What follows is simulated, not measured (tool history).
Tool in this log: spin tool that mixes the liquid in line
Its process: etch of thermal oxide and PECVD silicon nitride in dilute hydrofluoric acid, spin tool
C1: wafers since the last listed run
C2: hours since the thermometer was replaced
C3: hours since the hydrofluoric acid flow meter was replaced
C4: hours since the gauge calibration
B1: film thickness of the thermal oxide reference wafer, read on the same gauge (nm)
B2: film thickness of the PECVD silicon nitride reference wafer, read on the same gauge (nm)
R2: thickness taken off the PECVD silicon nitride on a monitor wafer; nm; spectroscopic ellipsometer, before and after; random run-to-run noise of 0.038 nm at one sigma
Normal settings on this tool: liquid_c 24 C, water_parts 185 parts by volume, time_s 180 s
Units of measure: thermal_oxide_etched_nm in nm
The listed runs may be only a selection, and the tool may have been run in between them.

run 1 day=0 | liquid_c=24 water_parts=185 time_s=180 | C1=0 C2=1343.2 C3=442.6 C4=520.4 | B1=80.004 B2=90.012 | thermal_oxide_etched_nm=4.338 R2=3.619
run 2 day=4.004 | liquid_c=24 water_parts=185 time_s=180 | C1=893 C2=1439.3 C3=538.7 C4=616.5 | B1=80.003 B2=90.014 | thermal_oxide_etched_nm=4.296 R2=3.573
run 3 day=6.35 | liquid_c=24 water_parts=185 time_s=180 | C1=523 C2=1495.6 C3=595 C4=672.8 | B1=80.004 B2=89.995 | thermal_oxide_etched_nm=4.338 R2=3.568
run 4 day=8.429 | liquid_c=24 water_parts=185 time_s=145 | C1=464 C2=1545.5 C3=644.9 C4=722.7 | B1=79.987 B2=90.011 | thermal_oxide_etched_nm=3.506 R2=2.892
run 5 day=12.633 | liquid_c=21.5 water_parts=185 time_s=260 | C1=938 C2=1646.4 C3=745.8 C4=823.6 | B1=80.006 B2=90.031 | thermal_oxide_etched_nm=5.713 R2=4.42
run 6 day=15.983 | liquid_c=24 water_parts=140 time_s=180 | C1=747 C2=1726.8 C3=826.2 C4=904 | B1=80.02 B2=89.991 | thermal_oxide_etched_nm=6.09 R2=4.787
run 7 day=18.117 | liquid_c=24 water_parts=185 time_s=180 | C1=476 C2=1778 C3=877.4 C4=955.2 | B1=80.018 B2=89.99 | thermal_oxide_etched_nm=4.307 R2=3.612
run 8 day=21.033 | liquid_c=24 water_parts=185 time_s=180 | C1=651 C2=1848 C3=947.4 C4=1025.2 | B1=79.994 B2=90.009 | thermal_oxide_etched_nm=4.345 R2=3.635
-- day=22.962 gauge calibrated
run 9 day=23.508 | liquid_c=24 water_parts=185 time_s=180 | C1=552 C2=1907.4 C3=1006.8 C4=13.1 | B1=80 B2=89.967 | thermal_oxide_etched_nm=4.364 R2=3.721
run 10 day=30.042 | liquid_c=24 water_parts=185 time_s=180 | C1=1458 C2=2064.2 C3=1163.6 C4=169.9 | B1=80.004 B2=90.012 | thermal_oxide_etched_nm=4.349 R2=3.673
run 11 day=31.583 | liquid_c=24 water_parts=185 time_s=180 | C1=344 C2=2101.2 C3=1200.6 C4=206.9 | B1=80.022 B2=90.004 | thermal_oxide_etched_nm=4.385 R2=3.731
-- day=32.296 hydrofluoric acid flow meter replaced
run 12 day=35.362 | liquid_c=26.5 water_parts=120 time_s=180 | C1=834 C2=2191.9 C3=73.6 C4=297.6 | B1=80.019 B2=89.993 | thermal_oxide_etched_nm=8.091 R2=6.789
run 13 day=37.929 | liquid_c=21.5 water_parts=210 time_s=210 | C1=572 C2=2253.5 C3=135.2 C4=359.2 | B1=79.991 B2=90.016 | thermal_oxide_etched_nm=4.119 R2=3.221
run 14 day=40.808 | liquid_c=24 water_parts=235 time_s=145 | C1=642 C2=2322.6 C3=204.3 C4=428.3 | B1=80.027 B2=90.02 | thermal_oxide_etched_nm=2.69 R2=2.314
run 15 day=42.958 | liquid_c=26 water_parts=145 time_s=235 | C1=479 C2=2374.2 C3=255.9 C4=479.9 | B1=80.005 B2=89.974 | thermal_oxide_etched_nm=8.333 R2=6.99
run 16 day=45.567 | liquid_c=24 water_parts=185 time_s=180 | C1=582 C2=2436.8 C3=318.5 C4=542.5 | B1=80.022 B2=89.997 | thermal_oxide_etched_nm=4.416 R2=3.794
-- day=47.179 thermometer replaced
run 17 day=47.346 | liquid_c=26 water_parts=225 time_s=240 | C1=387 C2=4 C3=361.2 C4=585.2 | B1=80.025 B2=90.003 | thermal_oxide_etched_nm=4.535 R2=3.982
run 18 day=49.025 | liquid_c=24 water_parts=185 time_s=150 | C1=374 C2=44.3 C3=401.5 C4=625.5 | B1=79.983 B2=89.988 | thermal_oxide_etched_nm=3.369 R2=2.637
run 19 day=52.721 | liquid_c=24 water_parts=185 time_s=180 | C1=824 C2=133 C3=490.2 C4=714.2 | B1=79.99 B2=90.008 | thermal_oxide_etched_nm=3.976 R2=3.196
run 20 day=54.496 | liquid_c=25.5 water_parts=185 time_s=245 | C1=396 C2=175.6 C3=532.8 C4=756.8 | B1=80.006 B2=89.983 | thermal_oxide_etched_nm=5.915 R2=4.766

Run 21 has not been measured yet. What should we expect?
run 21 day=59.55 | liquid_c=24 water_parts=185 time_s=180 | C1=1128 C2=296.9 C3=654.1 C4=878.1 | B1=? B2=? | thermal_oxide_etched_nm=? R2=?

Run 21 produced B1 79.968, B2 90.02, thermal_oxide_etched_nm 4.048 nm, R2 3.213 nm.
With the hidden condition absent and the run-to-run variation left alone, this run would have shown thermal_oxide_etched_nm 4.003 nm, R2 3.152 nm.
